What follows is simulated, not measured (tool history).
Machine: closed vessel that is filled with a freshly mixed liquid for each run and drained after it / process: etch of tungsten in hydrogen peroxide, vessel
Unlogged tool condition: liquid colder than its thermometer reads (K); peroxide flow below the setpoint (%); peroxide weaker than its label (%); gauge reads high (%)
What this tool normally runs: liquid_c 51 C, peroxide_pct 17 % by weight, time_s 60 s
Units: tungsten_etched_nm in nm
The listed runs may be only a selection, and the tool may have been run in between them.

| run | hour | liquid_c | peroxide_pct | time_s | wafers since the last listed run | hours since the thermometer was replaced | hours since the peroxide flow meter was replaced | hours since the drum of peroxide was connected | hours since the gauge calibration | read-back film thickness of the tungsten reference wafer, read on the same gauge (nm) | tungsten_etched_nm |
|---|---|---|---|---|---|---|---|---|---|---|---|
| 1 | 0 | 51 | 17 | 60 | 0 | 2232.7 | 1676.5 | 305.4 | 49.8 | 140.06 | 157.69 |
| 2 | 13.2 | 51 | 15 | 60 | 1441 | 2245.9 | 1689.7 | 318.6 | 63 | 140.04 | 148.58 |
| 3 | 29.1 | 51 | 15 | 60 | 1735 | 2261.8 | 1705.6 | 334.5 | 78.9 | 140 | 148.61 |
| 4 | 58.5 | 51 | 15 | 60 | 3209 | 2291.2 | 1735 | 363.9 | 108.3 | 139.88 | 147.77 |
| 5 | 81.1 | 55 | 17 | 35 | 2467 | 2313.8 | 1757.6 | 386.5 | 130.9 | 139.75 | 116.18 |
| 6 | 170.7 | 51 | 17 | 70 | 9782 | 2403.4 | 1847.2 | 476.1 | 220.5 | 139.05 | 182.76 |
|  | 182.6 | thermometer replaced |
|  | 183.9 | gauge calibrated |
| 7 | 193.7 | 56 | 17 | 60 | 2401 | 11.1 | 1870.2 | 499.1 | 9.8 | 139.87 | 212.57 |
| 8 | 223.5 | 56 | 17 | 60 | 3253 | 40.9 | 1900 | 528.9 | 39.6 | 139.86 | 211.72 |
| 9 | 248.4 | 51 | 17 | 60 | 2718 | 65.8 | 1924.9 | 553.8 | 64.5 | 139.79 | 157.54 |
| 10 | 279.1 | 51 | 19 | 70 | 3351 | 96.5 | 1955.6 | 584.5 | 95.2 | 139.7 | 193.9 |
| 11 | 301 | 51 | 17 | 90 | 2391 | 118.4 | 1977.5 | 606.4 | 117.1 | 139.6 | 235.84 |
|  | 311.4 | peroxide flow meter replaced |
| 12 | 331.4 | 51 | 17 | 30 | 3209 | 148.8 | 20 | 636.8 | 147.5 | 139.41 | 78.8 |
| 13 | 354.4 | 44 | 19 | 50 | 2511 | 171.8 | 43 | 659.8 | 170.5 | 139.22 | 89.05 |
|  | 368.9 | new drum of peroxide connected |
| 14 | 384.7 | 48 | 13.5 | 60 | 3199 | 202.1 | 73.3 | 15.8 | 200.8 | 139 | 116.22 |
| 15 | 418.3 | 51 | 17 | 30 | 3668 | 235.7 | 106.9 | 49.4 | 234.4 | 138.69 | 77.71 |

Forecast run 16:
|  | 419.9 | gauge calibrated |
| 16 | 432.6 | 51 | 17 | 70 | 1561 | 250 | 121.2 | 63.7 | 12.7 | ? | ? |

read-back film thickness of the tungsten reference wafer, read on the same gauge (nm): 139.9
tungsten_etched_nm: 183.79 nm
On a tool with no hidden condition, and with the same random variation, this run would have come out at tungsten_etched_nm 183.89 nm.
